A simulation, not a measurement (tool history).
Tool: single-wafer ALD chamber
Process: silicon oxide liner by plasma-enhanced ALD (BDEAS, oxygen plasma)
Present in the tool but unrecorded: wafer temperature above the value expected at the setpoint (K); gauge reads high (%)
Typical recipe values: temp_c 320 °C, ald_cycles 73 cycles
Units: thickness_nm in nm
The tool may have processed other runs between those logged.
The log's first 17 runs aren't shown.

run	hour	temp_c	ald_cycles	wafers since the last listed run	hours since the last thermocouple change	hours since the gauge calibration	read-back reference wafer on the same gauge, thickness_nm	thickness_nm
18	505.4	331	73	137	2843.3	99.0	8.480	7.386
19	531.3	320	73	115	2869.2	124.9	8.477	7.484
20	553.5	305	77	99	2891.4	147.1	8.479	7.990
21	566.6	320	64	58	2904.5	160.2	8.478	6.527
22	589.6	309	80	102	2927.5	183.2	8.479	8.299
23	616.4	320	73	119	2954.3	210.0	8.481	7.442
24	649.9	320	85	149	2987.8	243.5	8.482	8.703
25	673.7	320	65	106	3011.6	267.3	8.477	6.643
26	709.6	320	73	160	3047.5	303.2	8.482	7.436
27	745.3	328	87	159	3083.2	338.9	8.483	8.769
# hour 766.1: thermocouple changed; heater temperature recalibrated
28	766.6	333	65	59	0.5	360.2	8.482	6.531
29	791.3	314	85	110	25.2	384.9	8.484	8.693
30	819.3	308	82	124	53.2	412.9	8.484	8.497
31	841.6	330	69	99	75.5	435.2	8.484	6.957
32	860.7	320	73	85	94.6	454.3	8.478	7.458
33	875.3	320	73	65	109.2	468.9	8.485	7.470
34	908.7	331	85	148	142.6	502.3	8.479	8.575
35	929.7	332	78	93	163.6	523.3	8.485	7.801
36	972.0	320	73	188	205.9	565.6	8.481	7.435

Forecast each of these 4 alternatives for the next run:
A	972.5	320	68	2	206.4	566.1	?	?
B	972.5	320	62	2	206.4	566.1	?	?
C	972.5	324	73	2	206.4	566.1	?	?
D	972.5	307	69	2	206.4	566.1	?	?

run	read-back reference wafer on the same gauge, thickness_nm	thickness_nm
A	8.479	6.951
B	8.479	6.338
C	8.479	7.425
D	8.479	7.170
The same runs, with their run-to-run variation unchanged, on a tool lacking any hidden condition would have given:
run	thickness_nm
A	6.951
B	6.338
C	7.425
D	7.170
